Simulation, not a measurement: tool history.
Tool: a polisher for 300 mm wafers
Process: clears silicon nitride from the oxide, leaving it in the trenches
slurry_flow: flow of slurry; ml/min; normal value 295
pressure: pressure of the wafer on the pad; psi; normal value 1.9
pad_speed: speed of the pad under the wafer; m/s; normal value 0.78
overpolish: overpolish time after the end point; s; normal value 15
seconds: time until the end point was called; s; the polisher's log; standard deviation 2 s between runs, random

| run | hour | slurry_flow | pressure | pad_speed | overpolish | wafers since the last listed run | wafers polished on this pad | hours since the slurry nozzle was cleaned | hours since the head pressure was calibrated | incoming thickness of the incoming film, nm | seconds |
|---|---|---|---|---|---|---|---|---|---|---|---|
| 1 | 0.0 | 295 | 1.9 | 0.78 | 15 | 0 | 1275 | 208.0 | 412.7 | 79.7 | 150.1 |
| 2 | 87.1 | 295 | 1.9 | 0.78 | 15 | 622 | 1898 | 295.1 | 499.8 | 79.0 | 151.6 |
| 3 | 135.5 | 295 | 1.9 | 0.78 | 15 | 346 | 2244 | 343.5 | 548.2 | 80.1 | 151.9 |
|  | 197.7 | slurry nozzle cleaned |
| 4 | 210.7 | 295 | 1.9 | 0.78 | 15 | 530 | 2774 | 13.0 | 623.4 | 80.4 | 152.7 |
|  | 272.3 | worn pad replaced by a new one |
| 5 | 426.2 | 295 | 1.9 | 0.78 | 15 | 1512 | 1100 | 228.5 | 838.9 | 80.9 | 155.7 |
| 6 | 528.2 | 295 | 1.9 | 0.78 | 12 | 729 | 1829 | 330.5 | 940.9 | 79.3 | 148.6 |
| 7 | 571.7 | 295 | 1.9 | 0.78 | 12 | 311 | 2140 | 374.0 | 984.4 | 80.8 | 156.6 |
| 8 | 624.7 | 295 | 1.9 | 0.78 | 15 | 378 | 2519 | 427.0 | 1037.4 | 78.8 | 150.7 |
|  | 629.7 | worn pad replaced by a new one |
|  | 651.9 | head pressure recalibrated |
|  | 655.4 | slurry nozzle cleaned |
| 9 | 715.8 | 295 | 1.9 | 0.78 | 15 | 601 | 594 | 60.4 | 63.9 | 79.9 | 161.6 |
| 10 | 799.5 | 295 | 1.9 | 0.78 | 15 | 598 | 1192 | 144.1 | 147.6 | 80.9 | 162.4 |
| 11 | 836.7 | 295 | 2.2 | 0.78 | 18 | 265 | 1458 | 181.3 | 184.8 | 79.0 | 143.7 |
| 12 | 893.0 | 295 | 2.2 | 0.78 | 18 | 402 | 1861 | 237.6 | 241.1 | 80.9 | 148.9 |
|  | 912.7 | head pressure recalibrated, repeated, since the last time left the tool worse |
| 13 | 970.7 | 295 | 1.9 | 0.78 | 15 | 541 | 2402 | 315.3 | 58.0 | 79.4 | 146.9 |
|  | 1029.6 | slurry nozzle cleaned |
| 14 | 1033.0 | 330 | 1.4 | 0.78 | 15 | 438 | 2840 | 3.4 | 120.3 | 80.8 | 196.0 |
|  | 1053.4 | worn pad replaced by a new one |
| 15 | 1088.8 | 295 | 1.9 | 0.78 | 15 | 370 | 253 | 59.2 | 176.1 | 80.8 | 149.0 |
| 16 | 1144.3 | 295 | 1.9 | 0.78 | 15 | 396 | 650 | 114.7 | 231.6 | 80.8 | 155.7 |
| 17 | 1404.3 | 295 | 1.9 | 0.78 | 10 | 1859 | 2509 | 374.7 | 491.6 | 81.0 | 154.7 |
| 18 | 1443.6 | 375 | 1.3 | 0.78 | 15 | 281 | 2790 | 414.0 | 530.9 | 79.5 | 213.0 |
|  | 1504.7 | slurry nozzle cleaned |
|  | 1508.0 | worn pad replaced by a new one |
| 19 | 1531.8 | 295 | 1.9 | 0.78 | 15 | 599 | 170 | 27.1 | 619.1 | 79.6 | 154.8 |
| 20 | 1583.6 | 295 | 1.9 | 0.70 | 8 | 370 | 540 | 78.9 | 670.9 | 79.5 | 168.4 |
| 21 | 1649.5 | 295 | 1.6 | 0.78 | 23 | 471 | 1011 | 144.8 | 736.8 | 81.5 | 178.9 |
| 22 | 1729.3 | 235 | 2.3 | 0.96 | 12 | 570 | 1582 | 224.6 | 816.6 | 79.7 | 106.7 |
|  | 1748.4 | head pressure recalibrated |
| 23 | 1797.8 | 375 | 1.9 | 0.78 | 15 | 475 | 2058 | 293.1 | 49.4 | 81.7 | 146.7 |
|  | 1881.4 | worn pad replaced by a new one |
| 24 | 1935.3 | 325 | 1.6 | 0.94 | 15 | 954 | 385 | 430.6 | 186.9 | 80.7 | 144.2 |
|  | 1949.3 | slurry nozzle cleaned |
| 25 | 1992.9 | 205 | 2.3 | 0.86 | 22 | 404 | 789 | 43.6 | 244.5 | 80.3 | 117.7 |
| 26 | 2044.2 | 240 | 1.9 | 0.78 | 15 | 366 | 1156 | 94.9 | 295.8 | 79.7 | 152.5 |

Alternative continuations, all from the tool just after run 26; predict every row:
| A | 2044.7 | 370 | 1.9 | 0.78 | 15 | 3 | 1160 | 95.4 | 296.3 | 79.9 | ? |
| B | 2044.7 | 330 | 1.6 | 1.00 | 23 | 3 | 1160 | 95.4 | 296.3 | 79.9 | ? |
| C | 2044.7 | 370 | 1.6 | 0.78 | 8 | 3 | 1160 | 95.4 | 296.3 | 79.9 | ? |
| D | 2044.7 | 360 | 1.5 | 0.78 | 15 | 3 | 1160 | 95.4 | 296.3 | 79.9 | ? |
| E | 2044.7 | 295 | 2.4 | 0.86 | 15 | 3 | 1160 | 95.4 | 296.3 | 79.9 | ? |

| run | seconds |
|---|---|
| A | 142.0 |
| B | 130.4 |
| C | 165.6 |
| D | 175.7 |
| E | 106.2 |
What these runs would have given with no unlogged condition in the tool:
| run | seconds |
|---|---|
| A | 135.2 |
| B | 124.1 |
| C | 157.6 |
| D | 167.2 |
| E | 101.1 |
